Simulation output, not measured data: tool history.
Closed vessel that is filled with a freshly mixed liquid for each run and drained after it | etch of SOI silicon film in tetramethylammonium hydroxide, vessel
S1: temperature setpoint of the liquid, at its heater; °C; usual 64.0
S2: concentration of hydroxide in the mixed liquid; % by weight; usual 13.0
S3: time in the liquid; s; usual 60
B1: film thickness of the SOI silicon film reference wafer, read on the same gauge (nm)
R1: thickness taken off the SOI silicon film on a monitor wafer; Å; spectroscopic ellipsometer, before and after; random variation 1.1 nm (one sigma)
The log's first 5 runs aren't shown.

run    hour    S1    S2  S3     B1      R1
  6   331.0  59.0  10.5  60  60.03  2069.7
  7   358.9  64.0  13.0  60  60.00  2566.8
  8   423.0  64.0  13.0  60  59.98  2572.5
  9   467.8  64.0  13.0  60  59.97  2576.6
 10   512.3  64.0  13.0  75  60.01  3173.8
 11   556.7  64.0  13.0  60  60.01  2560.7
 12   617.4  64.0  13.0  60  59.98  2546.1
 13   673.6  64.0  13.0  60  59.99  2561.2
 14   728.9  64.0  13.0  60  60.01  2553.7
 15   786.0  64.0  13.0  60  60.00  2552.1
 16   837.0  64.0  13.0  60  60.01  2539.5
 17   869.0  59.5  16.0  30  60.00   878.9
      906.7  -- gauge calibrated
 18   908.7  69.0  13.0  60  60.00  3462.7
 19   965.6  58.5  13.0  60  60.01  1802.6
 20  1065.9  64.0   9.0  40  60.01  1952.0
 21  1114.5  71.5  10.0  90  59.97  6654.7
 22  1169.6  60.5  13.0  30  59.99  1021.3

Forecast run 23:
     1185.5  -- thermometer replaced
     1202.8  -- hydroxide flow meter replaced
 23  1239.8  64.0  13.0  60   ?   ?

B1: 59.95
R1: 2460.1 Å
Without the tool's hidden state the same run would have given R1 2634.5 Å.
